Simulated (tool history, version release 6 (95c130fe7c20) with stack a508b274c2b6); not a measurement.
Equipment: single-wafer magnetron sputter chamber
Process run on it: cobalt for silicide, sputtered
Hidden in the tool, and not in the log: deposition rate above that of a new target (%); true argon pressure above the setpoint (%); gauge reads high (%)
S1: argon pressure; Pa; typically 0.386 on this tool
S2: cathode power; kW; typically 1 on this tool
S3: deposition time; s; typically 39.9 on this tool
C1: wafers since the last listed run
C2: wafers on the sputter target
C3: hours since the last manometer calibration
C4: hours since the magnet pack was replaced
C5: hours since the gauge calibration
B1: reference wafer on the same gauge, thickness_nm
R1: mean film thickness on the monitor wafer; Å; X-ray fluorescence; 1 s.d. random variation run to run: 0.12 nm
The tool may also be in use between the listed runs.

run	hour	S1	S2	S3	C1	C2	C3	C4	C5	B1	R1
1	0	0.386	1	39.9	0	1022	2237	10722.3	20.4	25.568	216.97
2	16.9	0.386	1	39.9	465	1487	2253.9	10739.2	37.3	25.581	217.42
3	23.4	0.386	1	39.9	179	1666	2260.4	10745.7	43.8	25.597	216.43
4	37.1	0.386	1	39.9	377	2044	2274.1	10759.4	57.5	25.604	215.12
5	45.6	0.386	1	39.9	234	2278	2282.6	10767.9	66	25.591	216.3
6	58.5	0.386	1	42.9	355	2633	2295.5	10780.8	78.9	25.584	233.37
# hour 70.6: capacitance manometer re-zeroed and calibrated
# hour 70.9: sputter target and shields replaced
7	72.5	0.386	1	42.9	156	44	1.9	10794.8	92.9	25.611	234.54
8	81.2	0.386	1	42.9	239	284	10.6	10803.5	101.6	25.575	232.42
# hour 95.5: magnet pack replaced
9	97.2	0.386	1	39.9	220	504	26.6	1.7	117.6	25.625	214.81
# hour 97.8: gauge calibrated
10	109.1	0.386	0.8	39.9	327	832	38.5	13.6	11.3	25.599	173.81

What will run 11 give?
11	123.4	0.386	1.2	44.3	393	1226	52.8	27.9	25.6	?	?

{"run 11": {"B1": 25.611, "R1": 289.45}}
If the tool had no hidden condition, the same run with the same run-to-run variation would have returned R1 289.45 Å.
